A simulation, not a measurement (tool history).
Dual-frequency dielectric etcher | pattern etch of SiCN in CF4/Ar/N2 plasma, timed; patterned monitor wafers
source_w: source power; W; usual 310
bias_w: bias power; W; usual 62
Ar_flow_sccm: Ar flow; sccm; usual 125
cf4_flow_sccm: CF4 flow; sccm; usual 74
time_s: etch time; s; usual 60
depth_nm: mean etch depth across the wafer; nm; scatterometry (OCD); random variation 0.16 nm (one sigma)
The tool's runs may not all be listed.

| run | hour | source_w | bias_w | Ar_flow_sccm | cf4_flow_sccm | time_s | read-back reference wafer on the same gauge, depth_nm | depth_nm |
|---|---|---|---|---|---|---|---|---|
| 1 | 0 | 310 | 70 | 125 | 74 | 60 | 37.32 | 34.08 |
| 2 | 14.3 | 310 | 70 | 125 | 74 | 60 | 37.31 | 34.2 |
| 3 | 39.1 | 310 | 62 | 125 | 74 | 60 | 37.29 | 33.28 |
| 4 | 54.5 | 310 | 62 | 125 | 74 | 60 | 37.3 | 33.32 |
| 5 | 75.7 | 310 | 62 | 125 | 74 | 60 | 37.28 | 33.4 |
| 6 | 109.2 | 310 | 62 | 125 | 74 | 60 | 37.37 | 33.39 |
| 7 | 138.3 | 310 | 62 | 125 | 74 | 60 | 37.32 | 33.45 |
| 8 | 171.6 | 310 | 62 | 125 | 74 | 60 | 37.29 | 33.82 |
| 9 | 187.8 | 310 | 62 | 118 | 64 | 60 | 37.3 | 33.34 |
| 10 | 200.5 | 310 | 69 | 113 | 74 | 60 | 37.25 | 35.19 |
|  | 213.4 | bias power generator calibrated |
| 11 | 219.7 | 280 | 62 | 116 | 90 | 67 | 37.29 | 35.95 |
|  | 247.6 | gauge calibrated |
|  | 252 | wet clean of the chamber |
|  | 258 | CF4 flow controller replaced |
|  | 276.6 | upper electrode replaced |
|  | 279.7 | Ar flow controller replaced |
| 12 | 280.2 | 310 | 62 | 125 | 74 | 60 | 37.27 | 34.67 |
| 13 | 280.6 | 310 | 62 | 125 | 65 | 60 | 37.29 | 33.42 |
| 14 | 291.9 | 280 | 62 | 116 | 90 | 67 | 37.35 | 36.74 |
|  | 335.9 | source power generator calibrated |
|  | 362.2 | wet clean of the chamber, repeated, since the last time left the tool worse |
| 15 | 396.6 | 310 | 50 | 125 | 74 | 45.5 | 37.28 | 23.32 |
| 16 | 413.3 | 360 | 49 | 108 | 82 | 60 | 37.28 | 37.16 |
| 17 | 434.2 | 310 | 62 | 147 | 74 | 66.5 | 37.26 | 34.79 |
| 18 | 469.2 | 310 | 76 | 125 | 67 | 60 | 37.28 | 34.27 |

5 ways to go on from here, each from the tool as it stands after run 18. What would each give?
| A | 469.6 | 310 | 62 | 125 | 74 | 60 | ? | ? |
| B | 469.6 | 310 | 62 | 125 | 91 | 60 | ? | ? |
| C | 469.6 | 240 | 62 | 103 | 74 | 67.5 | ? | ? |
| D | 469.6 | 310 | 68 | 125 | 74 | 60 | ? | ? |
| E | 469.6 | 310 | 62 | 111 | 81 | 48 | ? | ? |

| run | read-back reference wafer on the same gauge, depth_nm | depth_nm |
|---|---|---|
| A | 37.31 | 32.91 |
| B | 37.31 | 34.04 |
| C | 37.31 | 30.81 |
| D | 37.31 | 33.8 |
| E | 37.31 | 27.53 |
Without the tool's hidden state the same runs would have given:
| run | depth_nm |
|---|---|
| A | 32.5 |
| B | 33.62 |
| C | 30.43 |
| D | 33.38 |
| E | 27.19 |
